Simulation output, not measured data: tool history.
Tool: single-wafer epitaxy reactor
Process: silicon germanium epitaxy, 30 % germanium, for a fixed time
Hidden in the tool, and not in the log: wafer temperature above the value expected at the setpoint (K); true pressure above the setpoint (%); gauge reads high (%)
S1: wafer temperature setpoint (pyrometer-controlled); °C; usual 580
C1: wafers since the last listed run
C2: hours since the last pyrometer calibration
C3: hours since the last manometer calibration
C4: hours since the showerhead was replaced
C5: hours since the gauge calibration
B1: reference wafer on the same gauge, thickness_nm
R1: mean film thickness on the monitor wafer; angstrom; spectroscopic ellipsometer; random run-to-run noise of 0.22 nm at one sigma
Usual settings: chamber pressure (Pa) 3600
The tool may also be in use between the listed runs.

{"run": 1, "hour": 0.0, "S1": 580, "chamber pressure (Pa)": 3600, "C1": 0, "C2": 1503.5, "C3": 931.1, "C4": 4508.8, "C5": 136.5, "B1": 49.003, "R1": 453.07}
{"run": 2, "hour": 7.5, "S1": 580, "chamber pressure (Pa)": 3600, "C1": 138, "C2": 1511, "C3": 938.6, "C4": 4516.3, "C5": 144, "B1": 48.974, "R1": 450.96}
{"run": 3, "hour": 21.8, "S1": 580, "chamber pressure (Pa)": 3600, "C1": 264, "C2": 1525.3, "C3": 952.9, "C4": 4530.6, "C5": 158.3, "B1": 49.035, "R1": 452.77}
{"run": 4, "hour": 38.1, "S1": 576, "chamber pressure (Pa)": 3106, "C1": 301, "C2": 1541.6, "C3": 969.2, "C4": 4546.9, "C5": 174.6, "B1": 49.012, "R1": 400.87}
{"run": 5, "hour": 56.0, "S1": 576, "chamber pressure (Pa)": 3106, "C1": 331, "C2": 1559.5, "C3": 987.1, "C4": 4564.8, "C5": 192.5, "B1": 49.022, "R1": 407.79}
{"run": 6, "hour": 69.2, "S1": 576, "chamber pressure (Pa)": 3106, "C1": 244, "C2": 1572.7, "C3": 1000.3, "C4": 4578, "C5": 205.7, "B1": 48.975, "R1": 403.77}
{"run": 7, "hour": 76.5, "S1": 580, "chamber pressure (Pa)": 3600, "C1": 135, "C2": 1580, "C3": 1007.6, "C4": 4585.3, "C5": 213, "B1": 49.001, "R1": 452.28}
{"run": 8, "hour": 94.5, "S1": 580, "chamber pressure (Pa)": 3600, "C1": 333, "C2": 1598, "C3": 1025.6, "C4": 4603.3, "C5": 231, "B1": 49, "R1": 455.54}
{"run": 9, "hour": 109.2, "S1": 580, "chamber pressure (Pa)": 3600, "C1": 272, "C2": 1612.7, "C3": 1040.3, "C4": 4618, "C5": 245.7, "B1": 49.03, "R1": 450.71}
{"run": 10, "hour": 125.1, "S1": 580, "chamber pressure (Pa)": 3600, "C1": 294, "C2": 1628.6, "C3": 1056.2, "C4": 4633.9, "C5": 261.6, "B1": 49.049, "R1": 455.04}
{"run": 11, "hour": 140.3, "S1": 580, "chamber pressure (Pa)": 3600, "C1": 281, "C2": 1643.8, "C3": 1071.4, "C4": 4649.1, "C5": 276.8, "B1": 48.972, "R1": 457.93}
{"hour": 148.4, "done": "capacitance manometer re-zeroed and calibrated"}
{"hour": 166.6, "done": "showerhead replaced"}
{"hour": 176.0, "done": "pyrometer calibrated"}
{"run": 12, "hour": 176.5, "S1": 580, "chamber pressure (Pa)": 3600, "C1": 225, "C2": 0.5, "C3": 28.1, "C4": 9.9, "C5": 313, "B1": 48.978, "R1": 413.23}
{"run": 13, "hour": 193.9, "S1": 580, "chamber pressure (Pa)": 3600, "C1": 322, "C2": 17.9, "C3": 45.5, "C4": 27.3, "C5": 330.4, "B1": 49.027, "R1": 413.43}
{"run": 14, "hour": 204.8, "S1": 580, "chamber pressure (Pa)": 3600, "C1": 201, "C2": 28.8, "C3": 56.4, "C4": 38.2, "C5": 341.3, "B1": 48.987, "R1": 415.07}
{"run": 15, "hour": 219.2, "S1": 587, "chamber pressure (Pa)": 3373, "C1": 266, "C2": 43.2, "C3": 70.8, "C4": 52.6, "C5": 355.7, "B1": 48.962, "R1": 468.74}
{"run": 16, "hour": 225.4, "S1": 574, "chamber pressure (Pa)": 2800, "C1": 114, "C2": 49.4, "C3": 77, "C4": 58.8, "C5": 361.9, "B1": 48.948, "R1": 348}
{"run": 17, "hour": 231.9, "S1": 584, "chamber pressure (Pa)": 3600, "C1": 120, "C2": 55.9, "C3": 83.5, "C4": 65.3, "C5": 368.4, "B1": 49.032, "R1": 450.01}
{"run": 18, "hour": 248.5, "S1": 580, "chamber pressure (Pa)": 3600, "C1": 307, "C2": 72.5, "C3": 100.1, "C4": 81.9, "C5": 385, "B1": 49.016, "R1": 413.6}
{"run": 19, "hour": 263.3, "S1": 584, "chamber pressure (Pa)": 4493, "C1": 274, "C2": 87.3, "C3": 114.9, "C4": 96.7, "C5": 399.8, "B1": 48.964, "R1": 471.33}
{"run": 20, "hour": 280.6, "S1": 587, "chamber pressure (Pa)": 4186, "C1": 320, "C2": 104.6, "C3": 132.2, "C4": 114, "C5": 417.1, "B1": 49.057, "R1": 491.95}
{"run": 21, "hour": 291.1, "S1": 568, "chamber pressure (Pa)": 3026, "C1": 194, "C2": 115.1, "C3": 142.7, "C4": 124.5, "C5": 427.6, "B1": 48.983, "R1": 312.23}
{"hour": 300.1, "done": "gauge calibrated"}
{"run": 22, "hour": 337.6, "S1": 580, "chamber pressure (Pa)": 3600, "C1": 861, "C2": 161.6, "C3": 189.2, "C4": 171, "C5": 37.5, "B1": 49.081, "R1": 412.46}
{"run": 23, "hour": 346.5, "S1": 586, "chamber pressure (Pa)": 3066, "C1": 164, "C2": 170.5, "C3": 198.1, "C4": 179.9, "C5": 46.4, "B1": 49.029, "R1": 452.6}
{"run": 24, "hour": 357.7, "S1": 590, "chamber pressure (Pa)": 4066, "C1": 207, "C2": 181.7, "C3": 209.3, "C4": 191.1, "C5": 57.6, "B1": 49.028, "R1": 517.89}
{"run": 25, "hour": 375.5, "S1": 568, "chamber pressure (Pa)": 3106, "C1": 329, "C2": 199.5, "C3": 227.1, "C4": 208.9, "C5": 75.4, "B1": 49.018, "R1": 312.36}
{"run": 26, "hour": 387.3, "S1": 566, "chamber pressure (Pa)": 3600, "C1": 218, "C2": 211.3, "C3": 238.9, "C4": 220.7, "C5": 87.2, "B1": 48.96, "R1": 312.04}
{"run": 27, "hour": 397.9, "S1": 580, "chamber pressure (Pa)": 3600, "C1": 196, "C2": 221.9, "C3": 249.5, "C4": 231.3, "C5": 97.8, "B1": 48.995, "R1": 411.46}
{"run": 28, "hour": 409.0, "S1": 576, "chamber pressure (Pa)": 2813, "C1": 205, "C2": 233, "C3": 260.6, "C4": 242.4, "C5": 108.9, "B1": 49.002, "R1": 358.31}
{"run": 29, "hour": 423.2, "S1": 591, "chamber pressure (Pa)": 3933, "C1": 262, "C2": 247.2, "C3": 274.8, "C4": 256.6, "C5": 123.1, "B1": 49.076, "R1": 519.33}
{"run": 30, "hour": 435.9, "S1": 580, "chamber pressure (Pa)": 3600, "C1": 235, "C2": 259.9, "C3": 287.5, "C4": 269.3, "C5": 135.8, "B1": 49.028, "R1": 413.66}
{"run": 31, "hour": 442.7, "S1": 566, "chamber pressure (Pa)": 4373, "C1": 125, "C2": 266.7, "C3": 294.3, "C4": 276.1, "C5": 142.6, "B1": 49.002, "R1": 322.12}
{"run": 32, "hour": 450.4, "S1": 574, "chamber pressure (Pa)": 4480, "C1": 142, "C2": 274.4, "C3": 302, "C4": 283.8, "C5": 150.3, "B1": 48.971, "R1": 381.59}
{"run": 33, "hour": 465.1, "S1": 580, "chamber pressure (Pa)": 3600, "C1": 272, "C2": 289.1, "C3": 316.7, "C4": 298.5, "C5": 165, "B1": 49.021, "R1": 412.68}
{"run": 34, "hour": 481.6, "S1": 580, "chamber pressure (Pa)": 3600, "C1": 305, "C2": 305.6, "C3": 333.2, "C4": 315, "C5": 181.5, "B1": 48.984, "R1": 411.03}
{"run": 35, "hour": 498.4, "S1": 580, "chamber pressure (Pa)": 3600, "C1": 311, "C2": 322.4, "C3": 350, "C4": 331.8, "C5": 198.3, "B1": 48.957, "R1": 412.31}

The logged runs with the hidden state left out (each run's random variation unchanged):
run=1 R1=417.59
run=2 R1=415.3
run=3 R1=416.29
run=4 R1=367.58
run=5 R1=373.14
run=6 R1=368.88
run=7 R1=413.21
run=8 R1=415.3
run=9 R1=410.18
run=10 R1=413.32
run=11 R1=415.18
run=12 R1=416.52
run=13 R1=416.72
run=14 R1=418.36
run=15 R1=472.38
run=16 R1=350.78
run=17 R1=453.51
run=18 R1=416.81
run=19 R1=474.91
run=20 R1=495.6
run=21 R1=314.63
run=22 R1=415.34
run=23 R1=455.66
run=24 R1=521.28
run=25 R1=314.44
run=26 R1=314.07
run=27 R1=413.97
run=28 R1=360.45
run=29 R1=522.19
run=30 R1=415.9
run=31 R1=323.88
run=32 R1=383.57
run=33 R1=414.66
run=34 R1=412.85
run=35 R1=413.97

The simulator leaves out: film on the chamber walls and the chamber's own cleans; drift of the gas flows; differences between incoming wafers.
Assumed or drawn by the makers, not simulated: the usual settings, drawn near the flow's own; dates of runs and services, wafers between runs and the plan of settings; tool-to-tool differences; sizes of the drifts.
